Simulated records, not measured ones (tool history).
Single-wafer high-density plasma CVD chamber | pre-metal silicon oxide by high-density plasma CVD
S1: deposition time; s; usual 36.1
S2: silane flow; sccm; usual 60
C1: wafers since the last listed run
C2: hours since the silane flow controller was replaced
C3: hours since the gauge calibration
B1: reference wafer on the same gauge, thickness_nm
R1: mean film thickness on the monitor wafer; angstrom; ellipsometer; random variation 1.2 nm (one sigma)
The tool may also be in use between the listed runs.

run	hour	S1	S2	C1	C2	C3	B1	R1
1	0.0	36.1	67	0	820.8	2138.5	174.921	2280.32
2	54.2	36.1	67	1291	875.0	2192.7	174.946	2322.26
3	91.5	36.1	67	888	912.3	2230.0	175.143	2304.73
4	163.5	36.1	64	1715	984.3	2302.0	175.026	2206.10
5	215.6	36.1	66	1241	1036.4	2354.1	174.877	2288.09
# hour 274.1: gauge calibrated
6	282.8	36.1	66	1601	1103.6	8.7	174.889	2262.39
7	389.4	31.3	60	2540	1210.2	115.3	175.223	1795.65
8	488.4	31.3	60	2359	1309.2	214.3	174.918	1816.71
9	571.8	31.3	60	1987	1392.6	297.7	174.891	1782.10
10	613.4	36.1	70	991	1434.2	339.3	175.063	2419.39
11	877.0	36.1	70	6282	1697.8	602.9	174.926	2451.71
12	939.6	36.1	70	1491	1760.4	665.5	174.983	2415.11
13	998.9	36.1	60	1413	1819.7	724.8	175.247	2107.54
14	1072.3	36.1	60	1749	1893.1	798.2	175.144	2083.77
15	1110.1	36.1	60	900	1930.9	836.0	174.937	2088.18
16	1156.1	36.1	60	1096	1976.9	882.0	174.938	2103.55
17	1211.7	36.1	60	1325	2032.5	937.6	174.904	2104.39
18	1262.5	36.1	60	1210	2083.3	988.4	174.854	2113.63
19	1326.2	36.1	60	1518	2147.0	1052.1	174.774	2100.85
20	1362.8	36.1	53	872	2183.6	1088.7	175.147	1868.35
21	1467.0	36.1	53	2483	2287.8	1192.9	174.980	1883.65
22	1549.0	36.1	53	1954	2369.8	1274.9	174.847	1859.30
23	1601.1	36.1	63	1241	2421.9	1327.0	175.047	2214.83
24	1688.9	36.1	66	2092	2509.7	1414.8	174.971	2324.43
25	1771.1	32.7	54	1958	2591.9	1497.0	175.076	1713.13
26	1935.5	41.0	67	3917	2756.3	1661.4	175.167	2672.61
27	2006.6	40.6	65	1694	2827.4	1732.5	174.744	2578.85
28	2054.3	32.0	54	1136	2875.1	1780.2	174.926	1697.74
29	2161.3	33.1	67	2549	2982.1	1887.2	174.807	2168.06
# hour 2228.7: silane flow controller replaced
30	2232.7	40.4	53	1510	4.0	1958.6	175.150	1993.37
31	2322.6	33.6	66	2142	93.9	2048.5	174.973	2065.85
32	2415.9	36.1	67	2223	187.2	2141.8	174.985	2258.06
33	2486.5	31.3	60	1682	257.8	2212.4	175.187	1766.99
34	2571.0	36.1	60	2013	342.3	2296.9	175.074	2033.07
35	2658.8	33.8	51	2092	430.1	2384.7	175.003	1628.27
36	2716.8	39.5	60	1382	488.1	2442.7	174.829	2226.70
37	2779.4	36.1	63	1491	550.7	2505.3	174.599	2169.99
# hour 2809.9: gauge calibrated
38	2886.4	41.5	48	2549	657.7	76.5	174.845	1887.43
39	2940.2	32.9	50	1282	711.5	130.3	174.895	1576.00
40	3000.8	30.3	53	1444	772.1	190.9	174.968	1540.59
41	3098.9	33.8	51	2337	870.2	289.0	175.057	1665.18
42	3188.6	42.8	56	2137	959.9	378.7	175.116	2289.10
43	3232.8	36.1	60	1053	1004.1	422.9	174.983	2077.02
44	3546.7	43.1	50	7480	1318.0	736.8	174.805	2109.01
45	3603.5	40.2	60	1353	1374.8	793.6	175.047	2305.62
46	3660.7	36.1	60	1363	1432.0	850.8	174.924	2102.47

The tool's hidden state at each run:
gauge reads high (%): 0 in every run
H1: delivered silane flow above the setpoint (%)
run	H1
1	3.18
2	3.32
3	3.42
4	3.6
5	3.72
6	3.86
7	4.07
8	4.25
9	4.39
10	4.45
11	4.8
12	4.87
13	4.94
14	5.01
15	5.05
16	5.09
17	5.13
18	5.18
19	5.23
20	5.25
21	5.32
22	5.37
23	5.41
24	5.45
25	5.49
26	5.57
27	5.6
28	5.61
29	5.65
30	0.352
31	0.887
32	1.39
33	1.75
34	2.14
35	2.52
36	2.75
37	2.98
38	3.35
39	3.52
40	3.7
41	3.97
42	4.2
43	4.3
44	4.93
45	5.02
46	5.11
